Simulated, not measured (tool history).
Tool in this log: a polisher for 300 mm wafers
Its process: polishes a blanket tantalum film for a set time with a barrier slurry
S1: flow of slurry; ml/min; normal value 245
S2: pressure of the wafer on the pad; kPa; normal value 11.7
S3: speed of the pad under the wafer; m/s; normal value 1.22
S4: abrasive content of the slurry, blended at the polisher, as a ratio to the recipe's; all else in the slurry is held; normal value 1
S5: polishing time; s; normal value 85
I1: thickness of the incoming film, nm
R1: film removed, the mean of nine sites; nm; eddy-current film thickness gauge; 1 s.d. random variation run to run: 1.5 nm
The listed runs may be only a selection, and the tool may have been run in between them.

{"run": 1, "hour": 0.0, "S1": 245, "S2": 11.7, "S3": 1.22, "S4": 1, "S5": 85, "I1": 452.7, "R1": 142.4}
{"run": 2, "hour": 30.2, "S1": 245, "S2": 11.7, "S3": 1.22, "S4": 1, "S5": 85, "I1": 451.3, "R1": 140.8}
{"run": 3, "hour": 44.7, "S1": 245, "S2": 11.7, "S3": 1.22, "S4": 1, "S5": 85, "I1": 463.8, "R1": 143.1}
{"hour": 60.8, "done": "worn pad replaced by a new one"}
{"run": 4, "hour": 67.9, "S1": 245, "S2": 11.7, "S3": 1.22, "S4": 1, "S5": 62, "I1": 464.4, "R1": 103.5}
{"run": 5, "hour": 82.8, "S1": 185, "S2": 11.7, "S3": 1.22, "S4": 1, "S5": 85, "I1": 464.6, "R1": 138.6}
{"hour": 102.8, "done": "slurry blender recalibrated"}
{"run": 6, "hour": 110.9, "S1": 185, "S2": 11.7, "S3": 1.22, "S4": 1, "S5": 85, "I1": 461.4, "R1": 137.7}
{"hour": 119.8, "done": "head pressure recalibrated"}
{"run": 7, "hour": 144.3, "S1": 185, "S2": 11.7, "S3": 1.22, "S4": 1, "S5": 85, "I1": 459.3, "R1": 136.2}
{"hour": 166.6, "done": "worn pad replaced by a new one"}
{"run": 8, "hour": 171.5, "S1": 245, "S2": 11.7, "S3": 1.22, "S4": 1.1, "S5": 85, "I1": 465.2, "R1": 147}
{"hour": 192.8, "done": "slurry nozzle cleaned"}
{"run": 9, "hour": 199.0, "S1": 185, "S2": 11.7, "S3": 1.22, "S4": 1, "S5": 85, "I1": 461.8, "R1": 137.7}
{"run": 10, "hour": 219.6, "S1": 245, "S2": 11.7, "S3": 0.86, "S4": 1, "S5": 74, "I1": 463, "R1": 87.6}
{"run": 11, "hour": 247.3, "S1": 245, "S2": 11.7, "S3": 1.22, "S4": 1.3, "S5": 85, "I1": 459, "R1": 152.6}
{"hour": 259.3, "done": "worn pad replaced by a new one"}
{"run": 12, "hour": 264.5, "S1": 245, "S2": 11.7, "S3": 1.22, "S4": 1.3, "S5": 85, "I1": 453.5, "R1": 154.9}
{"run": 13, "hour": 289.6, "S1": 245, "S2": 13.1, "S3": 1.22, "S4": 1, "S5": 85, "I1": 463.1, "R1": 158.2}
{"run": 14, "hour": 303.2, "S1": 245, "S2": 10.3, "S3": 1.22, "S4": 1, "S5": 57, "I1": 461.4, "R1": 84}

Here are 4 independent what-if runs from the current tool condition. What would each one return?
{"run": "A", "hour": 303.6, "S1": 245, "S2": 11.7, "S3": 1.22, "S4": 1, "S5": 85, "I1": 465.1, "R1": "?"}
{"run": "B", "hour": 303.6, "S1": 245, "S2": 14.5, "S3": 1.22, "S4": 0.85, "S5": 108, "I1": 465.1, "R1": "?"}
{"run": "C", "hour": 303.6, "S1": 330, "S2": 7.6, "S3": 1.22, "S4": 1, "S5": 85, "I1": 465.1, "R1": "?"}
{"run": "D", "hour": 303.6, "S1": 165, "S2": 11.7, "S3": 1.22, "S4": 1, "S5": 62, "I1": 465.1, "R1": "?"}

run=A R1=141.9
run=B R1=209.6
run=C R1=94.6
run=D R1=97.4
The same runs, with their run-to-run variation unchanged, on a tool lacking any hidden condition would have given:
run=A R1=141.9
run=B R1=209.6
run=C R1=94.6
run=D R1=97.4

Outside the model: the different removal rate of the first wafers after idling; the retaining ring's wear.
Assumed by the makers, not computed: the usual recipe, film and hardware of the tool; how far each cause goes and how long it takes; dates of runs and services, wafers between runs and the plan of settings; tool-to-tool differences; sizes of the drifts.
